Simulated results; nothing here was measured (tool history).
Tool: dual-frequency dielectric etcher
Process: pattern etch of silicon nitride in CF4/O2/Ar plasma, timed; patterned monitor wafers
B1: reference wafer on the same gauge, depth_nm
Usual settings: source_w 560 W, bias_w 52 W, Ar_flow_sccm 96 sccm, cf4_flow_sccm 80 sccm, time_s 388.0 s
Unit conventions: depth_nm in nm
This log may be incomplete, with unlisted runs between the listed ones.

{"run": 1, "day": 0.0, "source_w": 560, "bias_w": 52, "Ar_flow_sccm": 104, "cf4_flow_sccm": 80, "time_s": 471.5, "B1": 816.5, "depth_nm": 968.0}
{"day": 0.258, "done": "CF4 flow controller replaced"}
{"run": 2, "day": 0.608, "source_w": 430, "bias_w": 64, "Ar_flow_sccm": 110, "cf4_flow_sccm": 80, "time_s": 388.0, "B1": 818.4, "depth_nm": 621.2}
{"run": 3, "day": 1.308, "source_w": 500, "bias_w": 52, "Ar_flow_sccm": 96, "cf4_flow_sccm": 80, "time_s": 388.0, "B1": 818.1, "depth_nm": 720.4}
{"run": 4, "day": 1.721, "source_w": 560, "bias_w": 52, "Ar_flow_sccm": 79, "cf4_flow_sccm": 80, "time_s": 388.0, "B1": 819.3, "depth_nm": 831.1}
{"run": 5, "day": 2.075, "source_w": 560, "bias_w": 40, "Ar_flow_sccm": 96, "cf4_flow_sccm": 80, "time_s": 388.0, "B1": 817.6, "depth_nm": 763.6}
{"run": 6, "day": 3.838, "source_w": 560, "bias_w": 57, "Ar_flow_sccm": 96, "cf4_flow_sccm": 80, "time_s": 482.5, "B1": 816.2, "depth_nm": 1012.1}
{"run": 7, "day": 4.288, "source_w": 680, "bias_w": 52, "Ar_flow_sccm": 113, "cf4_flow_sccm": 80, "time_s": 388.0, "B1": 818.2, "depth_nm": 963.8}
{"day": 5.05, "done": "Ar flow controller replaced"}
{"run": 8, "day": 5.071, "source_w": 490, "bias_w": 52, "Ar_flow_sccm": 77, "cf4_flow_sccm": 80, "time_s": 388.0, "B1": 817.8, "depth_nm": 707.4}
{"day": 5.575, "done": "bias power generator calibrated"}
{"run": 9, "day": 5.596, "source_w": 560, "bias_w": 52, "Ar_flow_sccm": 96, "cf4_flow_sccm": 80, "time_s": 354.5, "B1": 817.5, "depth_nm": 723.5}
{"run": 10, "day": 5.758, "source_w": 470, "bias_w": 44, "Ar_flow_sccm": 117, "cf4_flow_sccm": 80, "time_s": 477.0, "B1": 816.5, "depth_nm": 762.5}
{"run": 11, "day": 6.046, "source_w": 560, "bias_w": 52, "Ar_flow_sccm": 96, "cf4_flow_sccm": 80, "time_s": 388.0, "B1": 818.5, "depth_nm": 790.3}
{"run": 12, "day": 6.588, "source_w": 560, "bias_w": 52, "Ar_flow_sccm": 96, "cf4_flow_sccm": 80, "time_s": 388.0, "B1": 815.8, "depth_nm": 799.9}
{"run": 13, "day": 7.321, "source_w": 560, "bias_w": 45, "Ar_flow_sccm": 118, "cf4_flow_sccm": 80, "time_s": 497.0, "B1": 816.7, "depth_nm": 964.1}
{"run": 14, "day": 7.817, "source_w": 560, "bias_w": 52, "Ar_flow_sccm": 96, "cf4_flow_sccm": 95, "time_s": 388.0, "B1": 817.3, "depth_nm": 811.7}
{"run": 15, "day": 8.3, "source_w": 640, "bias_w": 43, "Ar_flow_sccm": 96, "cf4_flow_sccm": 80, "time_s": 388.0, "B1": 816.2, "depth_nm": 874.7}
{"run": 16, "day": 8.954, "source_w": 670, "bias_w": 56, "Ar_flow_sccm": 115, "cf4_flow_sccm": 98, "time_s": 388.0, "B1": 816.1, "depth_nm": 971.6}
{"run": 17, "day": 9.317, "source_w": 560, "bias_w": 52, "Ar_flow_sccm": 96, "cf4_flow_sccm": 80, "time_s": 388.0, "B1": 817.5, "depth_nm": 787.8}
{"run": 18, "day": 9.571, "source_w": 560, "bias_w": 52, "Ar_flow_sccm": 115, "cf4_flow_sccm": 80, "time_s": 487.0, "B1": 816.9, "depth_nm": 963.1}
{"run": 19, "day": 9.862, "source_w": 670, "bias_w": 52, "Ar_flow_sccm": 105, "cf4_flow_sccm": 70, "time_s": 324.5, "B1": 816.9, "depth_nm": 768.3}
{"run": 20, "day": 10.612, "source_w": 560, "bias_w": 52, "Ar_flow_sccm": 96, "cf4_flow_sccm": 80, "time_s": 388.0, "B1": 815.8, "depth_nm": 780.1}
{"run": 21, "day": 11.121, "source_w": 560, "bias_w": 52, "Ar_flow_sccm": 96, "cf4_flow_sccm": 80, "time_s": 388.0, "B1": 816.8, "depth_nm": 786.6}

Hidden state, per run?
source power that arrives over what is set, %: 0 on each run
bias power that arrives over what is set, %: 0 on each run
Ar flow that arrives over what is set, %: 0 on each run
CF4 flow that arrives over what is set, %: 0 on each run
gauge reads high (%): 0 on each run
H1: etch rate over this chamber's usual, %
run=1 H1=-0.224
run=2 H1=-0.379
run=3 H1=-0.557
run=4 H1=-0.661
run=5 H1=-0.751
run=6 H1=-1.2
run=7 H1=-1.31
run=8 H1=-1.51
run=9 H1=-1.65
run=10 H1=-1.69
run=11 H1=-1.76
run=12 H1=-1.9
run=13 H1=-2.08
run=14 H1=-2.21
run=15 H1=-2.33
run=16 H1=-2.5
run=17 H1=-2.59
run=18 H1=-2.66
run=19 H1=-2.73
run=20 H1=-2.92
run=21 H1=-3.05
